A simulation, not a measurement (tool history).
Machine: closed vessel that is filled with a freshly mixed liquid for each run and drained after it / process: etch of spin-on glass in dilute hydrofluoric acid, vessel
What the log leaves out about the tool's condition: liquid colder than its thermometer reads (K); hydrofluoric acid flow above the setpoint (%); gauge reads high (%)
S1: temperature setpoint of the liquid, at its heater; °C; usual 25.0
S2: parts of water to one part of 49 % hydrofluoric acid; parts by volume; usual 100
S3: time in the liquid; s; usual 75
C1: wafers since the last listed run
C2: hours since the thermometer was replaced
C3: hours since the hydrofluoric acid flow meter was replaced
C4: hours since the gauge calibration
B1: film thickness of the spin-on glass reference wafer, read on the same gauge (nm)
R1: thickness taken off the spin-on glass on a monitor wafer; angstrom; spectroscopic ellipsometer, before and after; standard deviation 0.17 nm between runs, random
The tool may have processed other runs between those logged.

run 1 day=0.000 | S1=26.5 S2=100 S3=55 | C1=0 C2=1397.6 C3=828.1 C4=381.2 | B1=60.01 | R1=192.1
run 2 day=0.408 | S1=26.5 S2=100 S3=55 | C1=786 C2=1407.4 C3=837.9 C4=391.0 | B1=59.97 | R1=191.7
run 3 day=0.883 | S1=25.0 S2=125 S3=75 | C1=914 C2=1418.8 C3=849.3 C4=402.4 | B1=59.97 | R1=188.9
run 4 day=2.496 | S1=25.0 S2=90 S3=75 | C1=3105 C2=1457.5 C3=888.0 C4=441.1 | B1=60.03 | R1=277.5
run 5 day=3.038 | S1=25.0 S2=90 S3=75 | C1=1043 C2=1470.5 C3=901.0 C4=454.1 | B1=59.96 | R1=275.4
run 6 day=3.354 | S1=25.0 S2=90 S3=75 | C1=609 C2=1478.1 C3=908.6 C4=461.7 | B1=60.01 | R1=272.5
run 7 day=4.008 | S1=25.0 S2=100 S3=75 | C1=1259 C2=1493.8 C3=924.3 C4=477.4 | B1=59.97 | R1=245.5
run 8 day=4.646 | S1=25.0 S2=100 S3=75 | C1=1227 C2=1509.1 C3=939.6 C4=492.7 | B1=59.99 | R1=245.6
run 9 day=5.238 | S1=25.0 S2=100 S3=75 | C1=1139 C2=1523.3 C3=953.8 C4=506.9 | B1=60.04 | R1=247.2
run 10 day=6.196 | S1=25.0 S2=100 S3=75 | C1=1845 C2=1546.3 C3=976.8 C4=529.9 | B1=59.98 | R1=246.9
run 11 day=6.600 | S1=25.0 S2=100 S3=75 | C1=778 C2=1556.0 C3=986.5 C4=539.6 | B1=60.02 | R1=247.6
-- day=6.929 gauge calibrated
run 12 day=7.071 | S1=25.0 S2=100 S3=75 | C1=906 C2=1567.3 C3=997.8 C4=3.4 | B1=60.02 | R1=246.4
run 13 day=7.617 | S1=25.0 S2=100 S3=75 | C1=1051 C2=1580.4 C3=1010.9 C4=16.5 | B1=59.99 | R1=251.1
run 14 day=9.383 | S1=25.0 S2=100 S3=75 | C1=3402 C2=1622.8 C3=1053.3 C4=58.9 | B1=59.99 | R1=249.9
run 15 day=10.092 | S1=25.0 S2=100 S3=75 | C1=1364 C2=1639.8 C3=1070.3 C4=75.9 | B1=59.99 | R1=251.8
-- day=10.338 thermometer replaced
run 16 day=10.662 | S1=28.5 S2=75 S3=75 | C1=1019 C2=7.8 C3=1084.0 C4=89.6 | B1=60.01 | R1=390.6
run 17 day=11.021 | S1=21.5 S2=70 S3=35 | C1=690 C2=16.4 C3=1092.6 C4=98.2 | B1=60.03 | R1=148.1
run 18 day=11.396 | S1=25.0 S2=100 S3=75 | C1=722 C2=25.4 C3=1101.6 C4=107.2 | B1=60.02 | R1=247.9
run 19 day=11.838 | S1=25.0 S2=80 S3=35 | C1=850 C2=36.0 C3=1112.2 C4=117.8 | B1=59.98 | R1=147.5
-- day=12.346 hydrofluoric acid flow meter replaced
run 20 day=12.367 | S1=29.0 S2=70 S3=30 | C1=938 C2=48.7 C3=0.5 C4=130.5 | B1=59.96 | R1=159.4
run 21 day=12.738 | S1=25.0 S2=100 S3=75 | C1=714 C2=57.6 C3=9.4 C4=139.4 | B1=60.03 | R1=233.9
run 22 day=13.362 | S1=25.0 S2=100 S3=75 | C1=1203 C2=72.6 C3=24.4 C4=154.4 | B1=59.98 | R1=237.4
run 23 day=13.888 | S1=21.5 S2=100 S3=75 | C1=1011 C2=85.2 C3=37.0 C4=167.0 | B1=60.00 | R1=203.6
run 24 day=14.558 | S1=29.0 S2=140 S3=45 | C1=1291 C2=101.3 C3=53.1 C4=183.1 | B1=60.03 | R1=109.4
run 25 day=15.175 | S1=25.0 S2=60 S3=75 | C1=1187 C2=116.1 C3=67.9 C4=197.9 | B1=59.98 | R1=410.0
run 26 day=15.867 | S1=25.0 S2=115 S3=75 | C1=1332 C2=132.7 C3=84.5 C4=214.5 | B1=60.00 | R1=199.9
run 27 day=16.233 | S1=27.0 S2=125 S3=105 | C1=706 C2=141.5 C3=93.3 C4=223.3 | B1=59.99 | R1=274.5
run 28 day=18.179 | S1=25.0 S2=100 S3=75 | C1=3747 C2=188.2 C3=140.0 C4=270.0 | B1=60.00 | R1=235.2

What does the tool deliver on the next run?
run 29 day=18.554 | S1=25.0 S2=100 S3=75 | C1=722 C2=197.2 C3=149.0 C4=279.0 | B1=? | R1=?

{"run 29": {"B1": 60.01, "R1": 233.5}}
Without the tool's hidden state the same run would have given R1 226.5 angstrom.

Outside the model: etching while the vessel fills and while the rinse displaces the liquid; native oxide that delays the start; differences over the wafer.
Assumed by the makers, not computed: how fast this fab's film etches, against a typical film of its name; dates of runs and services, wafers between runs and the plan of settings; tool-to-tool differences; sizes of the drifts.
